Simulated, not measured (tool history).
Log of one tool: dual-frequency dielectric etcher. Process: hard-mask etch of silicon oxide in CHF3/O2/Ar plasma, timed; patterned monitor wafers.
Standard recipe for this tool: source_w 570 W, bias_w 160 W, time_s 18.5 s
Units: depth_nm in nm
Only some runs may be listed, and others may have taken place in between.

run	hour	source_w	bias_w	time_s	read-back reference wafer on the same gauge, depth_nm	depth_nm
1	0.0	570	160	18.5	36.19	32.98
# hour 28.2: wet clean of the chamber
2	51.0	570	160	18.5	36.21	33.01
3	104.6	570	160	17.0	36.22	30.12
4	205.5	570	160	22.0	36.30	39.32
5	285.7	570	160	18.5	36.37	33.01
6	367.1	570	160	18.5	36.45	33.11
7	425.0	570	160	18.5	36.49	32.90
8	520.2	570	192	18.5	36.57	34.96
9	621.7	570	192	18.5	36.64	35.38
# hour 664.4: wet clean of the chamber
10	698.9	570	192	18.5	36.78	35.35
11	751.6	570	160	18.5	36.80	33.26
# hour 810.3: gauge calibrated
12	826.5	570	160	18.5	36.19	32.99
13	904.9	570	160	22.5	36.21	39.94
# hour 975.0: upper electrode replaced
14	981.0	570	160	23.5	36.25	41.68
15	1041.0	650	160	20.0	36.22	37.54
16	1102.9	570	160	21.0	36.25	37.41
17	1156.5	570	130	13.0	36.25	21.75
# hour 1202.7: wet clean of the chamber
18	1248.2	520	160	20.0	36.35	34.39
19	1343.9	450	160	15.5	36.36	25.13
# hour 1410.4: bias power generator calibrated
20	1429.8	670	160	18.5	36.43	35.37
# hour 1465.2: source power generator calibrated
21	1497.6	570	122	17.0	36.47	28.13
22	1538.7	570	160	18.5	36.50	33.31
23	1603.8	570	160	18.5	36.52	33.13
24	1640.7	570	160	18.5	36.58	33.38
25	1685.4	570	160	18.5	36.68	33.26
# hour 1792.9: wet clean of the chamber
26	1793.4	490	160	21.0	36.73	35.37
27	1883.1	570	160	18.5	36.88	33.70

Consider 3 possible next runs. They are alternatives, not a sequence: every one starts from the tool as it was left by run 27. What does each give?
A	1883.5	570	180	18.5	?	?
B	1883.5	530	198	14.5	?	?
C	1883.5	520	148	16.5	?	?

run	read-back reference wafer on the same gauge, depth_nm	depth_nm
A	36.85	34.73
B	36.85	27.25
C	36.85	27.99
Had the tool no hidden state, the same runs would have come out as:
run	depth_nm
A	34.03
B	26.69
C	27.42

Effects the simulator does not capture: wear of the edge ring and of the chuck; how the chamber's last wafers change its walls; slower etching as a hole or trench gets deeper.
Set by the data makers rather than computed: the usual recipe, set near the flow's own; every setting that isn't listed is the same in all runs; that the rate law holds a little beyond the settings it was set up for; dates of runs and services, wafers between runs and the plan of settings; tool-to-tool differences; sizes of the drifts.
